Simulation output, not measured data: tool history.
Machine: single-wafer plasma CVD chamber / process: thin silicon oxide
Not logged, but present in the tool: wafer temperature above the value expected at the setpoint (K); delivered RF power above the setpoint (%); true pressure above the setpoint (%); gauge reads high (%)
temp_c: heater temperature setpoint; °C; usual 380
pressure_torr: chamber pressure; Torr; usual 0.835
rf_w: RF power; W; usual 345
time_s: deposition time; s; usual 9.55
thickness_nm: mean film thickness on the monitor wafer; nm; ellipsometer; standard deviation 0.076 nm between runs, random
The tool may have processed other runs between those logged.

run      day  temp_c  pressure_torr  rf_w  time_s  wafers since the last listed run  hours since the last thermocouple change  hours since the last RF generator calibration  hours since the last manometer calibration  hours since the showerhead was replaced  hours since the gauge calibration  read-back reference wafer on the same gauge, thickness_nm  thickness_nm
  1        0     383          0.835   345    9.55                                 0                                     115.1                                          624.3                                       696.9                                     2534                              932.8                                                     19.976        19.619
  2    3.962     380          0.835   345    9.55                              2939                                     210.2                                          719.4                                         792                                   2629.1                             1027.9                                                     19.964        19.416
  3    8.096     380          0.835   345    9.55                              3065                                     309.4                                          818.6                                       891.2                                   2728.3                             1127.1                                                     19.913        19.462
  4    9.925     380          0.835   345    9.55                              1356                                     353.3                                          862.5                                       935.1                                   2772.2                               1171                                                     19.899        19.516
  5   13.096     380          0.835   345    9.55                              2351                                     429.4                                          938.6                                      1011.2                                   2848.3                             1247.1                                                     19.913        19.321
  6   16.212     380          0.835   345    9.55                              2311                                     504.2                                         1013.4                                        1086                                   2923.1                             1321.9                                                     19.874        19.444
  7   18.892     380          0.835   345   10.05                              1987                                     568.5                                         1077.7                                      1150.3                                   2987.4                             1386.2                                                     19.862        20.309
  8   22.996     380          0.877   345    9.55                              3044                                       667                                         1176.2                                      1248.8                                   3085.9                             1484.7                                                     19.825        20.345
  9   27.058     380          0.877   345    9.55                              3013                                     764.5                                         1273.7                                      1346.3                                   3183.4                             1582.2                                                     19.794        20.291
 10   33.217     380          0.877   345    9.55                              4567                                     912.3                                         1421.5                                      1494.1                                   3331.2                               1730                                                     19.745        19.967
 11   35.342     374          0.835   380    9.55                              1576                                     963.3                                         1472.5                                      1545.1                                   3382.2                               1781                                                     19.711         19.66
      36.625  -- showerhead replaced
 12   38.533     380          0.954   345    9.55                              2120                                    1039.9                                         1549.1                                      1621.7                                     45.8                             1857.6                                                     19.716         21.61
 13   40.771     380          0.954   345    9.55                              1659                                    1093.6                                         1602.8                                      1675.4                                     99.5                             1911.3                                                     19.669        21.625
      45.617  -- RF generator calibrated
 14   52.542     374           0.98   385    9.55                              8483                                    1376.1                                          166.2                                      1957.9                                      382                             2193.8                                                     19.535        22.545
 15   63.708     394           1.02   345    9.55                              8282                                    1644.1                                          434.2                                      2225.9                                      650                             2461.8                                                     19.431        22.183
      65.433  -- capacitance manometer re-zeroed and calibrated
 16   68.033     380          0.686   365    9.55                              2960                                    1747.9                                            538                                        62.4                                    753.8                             2565.6                                                     19.352        15.658
      69.188  -- thermocouple changed; heater temperature recalibrated
 17   71.871     391          0.835   290    9.55                              2599                                      64.4                                          630.1                                       154.5                                    845.9                             2657.7                                                     19.305        18.215
      74.725  -- gauge calibrated
 18   75.188     380          0.916   345    9.55                              2460                                       144                                          709.7                                       234.1                                    925.5                               11.1                                                     19.977        21.274
 19   78.592     380          0.835   345   10.93                              2525                                     225.7                                          791.4                                       315.8                                   1007.2                               92.8                                                     19.971        22.282
 20   81.762     389          0.835   345    8.55                              2351                                     301.8                                          867.5                                       391.9                                   1083.3                              168.9                                                     19.965        17.442
 21   85.212     388          1.027   390    8.62                              2559                                     384.6                                          950.3                                       474.7                                   1166.1                              251.7                                                      19.96        21.472
 22   86.712     380          0.954   345    9.55                              1112                                     420.6                                          986.3                                       510.7                                   1202.1                              287.7                                                     19.967        21.817
 23   89.662     387          0.629   390     7.7                              2188                                     491.4                                         1057.1                                       581.5                                   1272.9                              358.5                                                     19.955         11.94
 24   93.979     375          0.774   320   10.89                              3201                                       595                                         1160.7                                       685.1                                   1376.5                              462.1                                                     19.946        20.366
 25   97.683     380          0.722   345   11.25                              2747                                     683.9                                         1249.6                                         774                                   1465.4                                551                                                     19.946        19.837
 26   99.312     373          0.835   345    9.55                              1208                                       723                                         1288.7                                       813.1                                   1504.5                              590.1                                                      19.94        19.482
 27  103.529     374           0.98   385    9.55                              3127                                     824.2                                         1389.9                                       914.3                                   1605.7                              691.3                                                     19.933        22.972
 28  105.079     380          0.835   345    9.55                              1149                                     861.4                                         1427.1                                       951.5                                   1642.9                              728.5                                                     19.916        19.553

Each row is a separate what-if for the run after 28, all from the same tool condition, not one after another. Results?
  A  105.096     380          0.835   345    9.55                                12                                     861.8                                         1427.5                                       951.9                                   1643.3                              728.9                                                          ?             ?
  B  105.096     380          0.835   310    8.37                                12                                     861.8                                         1427.5                                       951.9                                   1643.3                              728.9                                                          ?             ?
  C  105.096     380          0.915   285    9.55                                12                                     861.8                                         1427.5                                       951.9                                   1643.3                              728.9                                                          ?             ?
  D  105.096     389           0.96   290    9.55                                12                                     861.8                                         1427.5                                       951.9                                   1643.3                              728.9                                                          ?             ?

run  read-back reference wafer on the same gauge, thickness_nm  thickness_nm
  A                                                     19.893         19.65
  B                                                     19.893        16.878
  C                                                     19.893        20.526
  D                                                     19.893        21.353
Take away the tool's hidden state, keep each run's random variation, and the runs would have read:
run  thickness_nm
  A        19.734
  B         16.95
  C        20.614
  D        21.444

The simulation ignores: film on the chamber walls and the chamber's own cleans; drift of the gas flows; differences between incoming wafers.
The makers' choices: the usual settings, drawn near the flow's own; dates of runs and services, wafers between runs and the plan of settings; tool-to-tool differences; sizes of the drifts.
